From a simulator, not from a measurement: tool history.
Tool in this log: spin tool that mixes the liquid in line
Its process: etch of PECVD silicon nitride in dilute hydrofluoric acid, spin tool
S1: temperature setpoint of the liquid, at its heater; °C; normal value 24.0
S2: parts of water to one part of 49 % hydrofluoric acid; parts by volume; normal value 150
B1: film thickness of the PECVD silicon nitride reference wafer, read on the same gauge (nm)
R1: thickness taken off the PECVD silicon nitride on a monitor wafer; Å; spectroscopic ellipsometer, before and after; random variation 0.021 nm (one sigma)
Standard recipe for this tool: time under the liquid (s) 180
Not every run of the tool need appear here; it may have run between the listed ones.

run 1 day=0.000 | S1=24.0 S2=115 time_under_the_liquid_(s)=180 | B1=130.016 | R1=44.97
run 2 day=2.058 | S1=24.0 S2=150 time_under_the_liquid_(s)=120 | B1=129.999 | R1=23.21
run 3 day=5.550 | S1=24.0 S2=170 time_under_the_liquid_(s)=180 | B1=130.018 | R1=30.57
-- day=6.958 thermometer replaced
run 4 day=9.254 | S1=24.0 S2=170 time_under_the_liquid_(s)=180 | B1=129.986 | R1=31.03
run 5 day=13.254 | S1=24.0 S2=170 time_under_the_liquid_(s)=180 | B1=130.017 | R1=30.78
run 6 day=17.075 | S1=24.0 S2=150 time_under_the_liquid_(s)=180 | B1=130.023 | R1=34.89
run 7 day=19.304 | S1=24.0 S2=150 time_under_the_liquid_(s)=180 | B1=130.006 | R1=34.86
run 8 day=21.212 | S1=24.0 S2=150 time_under_the_liquid_(s)=180 | B1=129.986 | R1=34.70
run 9 day=25.083 | S1=24.0 S2=150 time_under_the_liquid_(s)=180 | B1=130.000 | R1=35.24
-- day=34.542 hydrofluoric acid flow meter replaced
run 10 day=37.358 | S1=24.0 S2=150 time_under_the_liquid_(s)=180 | B1=130.018 | R1=33.22
run 11 day=41.471 | S1=24.0 S2=150 time_under_the_liquid_(s)=180 | B1=129.992 | R1=33.39
run 12 day=44.079 | S1=26.0 S2=120 time_under_the_liquid_(s)=210 | B1=129.984 | R1=55.73
run 13 day=46.071 | S1=24.0 S2=210 time_under_the_liquid_(s)=180 | B1=129.966 | R1=23.86
run 14 day=48.208 | S1=24.0 S2=150 time_under_the_liquid_(s)=130 | B1=130.017 | R1=24.40
run 15 day=50.442 | S1=20.0 S2=125 time_under_the_liquid_(s)=85 | B1=129.985 | R1=14.55
run 16 day=52.196 | S1=26.0 S2=80 time_under_the_liquid_(s)=215 | B1=130.001 | R1=85.17
run 17 day=56.558 | S1=26.0 S2=215 time_under_the_liquid_(s)=70 | B1=130.000 | R1=10.39
-- day=58.954 gauge calibrated
run 18 day=59.762 | S1=24.0 S2=150 time_under_the_liquid_(s)=180 | B1=130.037 | R1=33.82
run 19 day=61.954 | S1=25.5 S2=90 time_under_the_liquid_(s)=85 | B1=129.996 | R1=29.64
run 20 day=63.575 | S1=24.0 S2=90 time_under_the_liquid_(s)=110 | B1=130.012 | R1=34.33
run 21 day=66.071 | S1=26.0 S2=210 time_under_the_liquid_(s)=125 | B1=129.987 | R1=19.18
run 22 day=70.233 | S1=22.5 S2=150 time_under_the_liquid_(s)=285 | B1=130.008 | R1=48.98
run 23 day=72.029 | S1=24.0 S2=130 time_under_the_liquid_(s)=110 | B1=129.994 | R1=24.34
run 24 day=75.775 | S1=24.0 S2=150 time_under_the_liquid_(s)=180 | B1=129.977 | R1=34.45
run 25 day=78.633 | S1=24.0 S2=150 time_under_the_liquid_(s)=250 | B1=130.028 | R1=47.96
run 26 day=82.892 | S1=24.0 S2=150 time_under_the_liquid_(s)=180 | B1=130.017 | R1=34.39
run 27 day=85.504 | S1=24.0 S2=150 time_under_the_liquid_(s)=180 | B1=130.018 | R1=34.64

For run 28, what comes out?
run 28 day=87.667 | S1=19.5 S2=150 time_under_the_liquid_(s)=180 | B1=? | R1=?

Run 28 measured B1 129.998, R1 25.37 Å.
Minus the tool's unlogged condition, the same run would have read R1 24.46 Å.

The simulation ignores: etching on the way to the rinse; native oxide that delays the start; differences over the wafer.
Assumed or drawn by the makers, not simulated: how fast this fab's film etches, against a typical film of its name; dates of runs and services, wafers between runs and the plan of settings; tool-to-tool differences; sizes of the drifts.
